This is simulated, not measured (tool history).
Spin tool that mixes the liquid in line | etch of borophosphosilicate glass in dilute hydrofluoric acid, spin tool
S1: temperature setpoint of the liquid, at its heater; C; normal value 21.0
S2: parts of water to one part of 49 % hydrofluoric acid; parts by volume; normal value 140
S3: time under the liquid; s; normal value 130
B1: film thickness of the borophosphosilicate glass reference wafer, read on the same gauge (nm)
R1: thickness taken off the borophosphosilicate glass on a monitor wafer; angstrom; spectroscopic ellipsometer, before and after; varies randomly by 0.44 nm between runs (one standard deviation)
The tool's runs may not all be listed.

| run | day | S1 | S2 | S3 | B1 | R1 |
|---|---|---|---|---|---|---|
| 1 | 0.000 | 21.0 | 140 | 130 | 89.99 | 460.4 |
| 2 | 3.858 | 21.0 | 140 | 130 | 90.01 | 467.0 |
| 3 | 6.533 | 21.0 | 140 | 130 | 89.96 | 466.4 |
|  | 6.962 | thermometer replaced |
| 4 | 9.942 | 21.0 | 140 | 85 | 89.99 | 294.7 |
| 5 | 13.150 | 21.0 | 140 | 85 | 89.97 | 296.3 |
| 6 | 16.125 | 21.0 | 140 | 130 | 89.99 | 449.2 |
| 7 | 18.542 | 21.0 | 140 | 130 | 90.00 | 449.9 |
| 8 | 20.950 | 21.0 | 140 | 130 | 90.06 | 460.1 |
| 9 | 23.154 | 21.0 | 140 | 130 | 90.05 | 453.2 |
| 10 | 35.679 | 21.0 | 140 | 130 | 89.99 | 468.8 |
| 11 | 37.638 | 21.0 | 140 | 130 | 89.94 | 461.5 |
|  | 38.996 | thermometer replaced |
| 12 | 39.771 | 21.0 | 110 | 85 | 89.98 | 384.2 |
|  | 41.638 | hydrofluoric acid flow meter replaced |
| 13 | 43.458 | 26.0 | 190 | 130 | 90.01 | 378.1 |
|  | 51.371 | gauge calibrated |
| 14 | 55.850 | 21.0 | 140 | 130 | 90.03 | 455.6 |
| 15 | 58.600 | 17.0 | 105 | 150 | 90.00 | 614.4 |
| 16 | 61.454 | 23.5 | 85 | 155 | 90.00 | 1073.5 |
| 17 | 65.012 | 21.0 | 140 | 130 | 89.93 | 454.4 |
|  | 67.892 | thermometer replaced |
| 18 | 69.354 | 21.0 | 140 | 130 | 90.04 | 442.3 |
| 19 | 72.146 | 21.0 | 120 | 70 | 89.97 | 288.8 |
| 20 | 75.675 | 21.0 | 140 | 130 | 90.00 | 449.3 |
| 21 | 79.292 | 21.0 | 140 | 60 | 90.00 | 204.9 |
| 22 | 81.312 | 23.0 | 140 | 130 | 89.98 | 493.8 |
| 23 | 83.458 | 23.0 | 170 | 190 | 89.99 | 573.6 |
| 24 | 85.796 | 21.0 | 140 | 170 | 89.97 | 594.3 |
| 25 | 89.142 | 21.0 | 140 | 130 | 90.01 | 458.5 |

Forecast each of these 3 alternatives for the next run:
| A | 89.162 | 21.0 | 140 | 130 | ? | ? |
| B | 89.162 | 19.5 | 185 | 90 | ? | ? |
| C | 89.162 | 21.0 | 140 | 195 | ? | ? |

| run | B1 | R1 |
|---|---|---|
| A | 89.98 | 452.5 |
| B | 89.98 | 213.2 |
| C | 89.98 | 678.8 |
What these runs would have given with no unlogged condition in the tool:
| run | R1 |
|---|---|
| A | 433.5 |
| B | 204.4 |
| C | 650.2 |
